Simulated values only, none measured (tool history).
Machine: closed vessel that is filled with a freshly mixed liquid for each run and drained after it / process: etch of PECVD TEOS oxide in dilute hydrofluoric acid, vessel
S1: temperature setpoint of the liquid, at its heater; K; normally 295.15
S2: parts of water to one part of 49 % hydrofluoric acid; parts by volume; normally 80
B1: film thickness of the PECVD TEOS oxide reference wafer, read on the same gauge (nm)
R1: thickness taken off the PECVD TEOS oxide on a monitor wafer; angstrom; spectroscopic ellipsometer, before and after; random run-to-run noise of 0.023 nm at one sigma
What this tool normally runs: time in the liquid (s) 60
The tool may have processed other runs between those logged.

{"run": 1, "hour": 0.0, "S1": 295.15, "S2": 95, "time in the liquid (s)": 60, "B1": 40.0, "R1": 43.0}
{"run": 2, "hour": 15.6, "S1": 295.15, "S2": 95, "time in the liquid (s)": 60, "B1": 40.01, "R1": 42.9}
{"run": 3, "hour": 30.9, "S1": 295.15, "S2": 95, "time in the liquid (s)": 60, "B1": 40.01, "R1": 43.1}
{"run": 4, "hour": 45.7, "S1": 295.15, "S2": 80, "time in the liquid (s)": 60, "B1": 40.0, "R1": 51.8}
{"run": 5, "hour": 57.7, "S1": 295.15, "S2": 80, "time in the liquid (s)": 60, "B1": 39.98, "R1": 51.8}
{"run": 6, "hour": 68.7, "S1": 295.15, "S2": 80, "time in the liquid (s)": 60, "B1": 39.99, "R1": 51.6}
{"run": 7, "hour": 83.2, "S1": 295.15, "S2": 80, "time in the liquid (s)": 60, "B1": 39.98, "R1": 51.7}
{"run": 8, "hour": 99.9, "S1": 295.15, "S2": 80, "time in the liquid (s)": 60, "B1": 39.97, "R1": 51.5}
{"run": 9, "hour": 111.0, "S1": 295.15, "S2": 80, "time in the liquid (s)": 60, "B1": 40.02, "R1": 51.8}
{"run": 10, "hour": 121.4, "S1": 295.15, "S2": 80, "time in the liquid (s)": 60, "B1": 40.03, "R1": 51.9}
{"run": 11, "hour": 131.0, "S1": 295.15, "S2": 80, "time in the liquid (s)": 60, "B1": 40.03, "R1": 51.2}
{"run": 12, "hour": 140.3, "S1": 295.15, "S2": 80, "time in the liquid (s)": 60, "B1": 39.98, "R1": 51.6}
{"run": 13, "hour": 146.9, "S1": 295.15, "S2": 80, "time in the liquid (s)": 60, "B1": 40.01, "R1": 51.4}
{"run": 14, "hour": 162.1, "S1": 295.15, "S2": 80, "time in the liquid (s)": 60, "B1": 40.0, "R1": 60.3}
{"run": 15, "hour": 171.9, "S1": 295.15, "S2": 80, "time in the liquid (s)": 60, "B1": 40.0, "R1": 60.4}
{"run": 16, "hour": 186.5, "S1": 298.15, "S2": 60, "time in the liquid (s)": 70, "B1": 40.0, "R1": 108.3}
{"run": 17, "hour": 201.4, "S1": 295.15, "S2": 80, "time in the liquid (s)": 60, "B1": 39.98, "R1": 60.1}
{"run": 18, "hour": 210.6, "S1": 297.15, "S2": 45, "time in the liquid (s)": 60, "B1": 40.01, "R1": 122.0}
{"run": 19, "hour": 217.2, "S1": 292.65, "S2": 45, "time in the liquid (s)": 45, "B1": 40.0, "R1": 75.7}
{"run": 20, "hour": 228.5, "S1": 298.15, "S2": 65, "time in the liquid (s)": 85, "B1": 39.99, "R1": 121.2}
{"run": 21, "hour": 272.0, "S1": 291.65, "S2": 100, "time in the liquid (s)": 90, "B1": 39.98, "R1": 60.8}
{"run": 22, "hour": 280.9, "S1": 293.65, "S2": 115, "time in the liquid (s)": 30, "B1": 39.98, "R1": 18.7}
{"run": 23, "hour": 295.1, "S1": 295.15, "S2": 80, "time in the liquid (s)": 60, "B1": 40.01, "R1": 59.5}
{"run": 24, "hour": 303.2, "S1": 295.15, "S2": 80, "time in the liquid (s)": 60, "B1": 40.0, "R1": 59.3}
{"run": 25, "hour": 310.0, "S1": 295.15, "S2": 110, "time in the liquid (s)": 60, "B1": 39.98, "R1": 41.7}
{"run": 26, "hour": 320.8, "S1": 295.15, "S2": 65, "time in the liquid (s)": 80, "B1": 39.98, "R1": 99.4}
{"run": 27, "hour": 373.0, "S1": 292.65, "S2": 45, "time in the liquid (s)": 45, "B1": 40.02, "R1": 74.0}
{"run": 28, "hour": 380.8, "S1": 295.15, "S2": 80, "time in the liquid (s)": 85, "B1": 39.98, "R1": 83.9}
{"run": 29, "hour": 391.5, "S1": 295.15, "S2": 65, "time in the liquid (s)": 80, "B1": 40.0, "R1": 98.3}
{"run": 30, "hour": 406.7, "S1": 295.15, "S2": 80, "time in the liquid (s)": 60, "B1": 40.0, "R1": 58.9}

Between the runs listed above, the log contained 3 entries, not reproduced here. Where in the sequence does each belong, and how does what the log doesn't record of the tool's condition differ from the listed run before to the listed run after?
From run 13 to run 14: hydrofluoric acid flow meter replaced (hour 156.7)
  hydrofluoric acid flow below the setpoint (%): 14.4 -> 0.535
  measured value less the no-hidden-state value, R1: -9.6 -> -0.4 angstrom
From run 14 to run 15: thermometer replaced (hour 164.1)
  hydrofluoric acid flow below the setpoint (%): 0.535 -> 0.632
  measured value less the no-hidden-state value, R1: -0.4 -> -0.5 angstrom
From run 20 to run 21: gauge calibrated (hour 256.3)
  hydrofluoric acid flow below the setpoint (%): 1.19 -> 1.62
  measured value less the no-hidden-state value, R1: -1.6 -> -1.1 angstrom
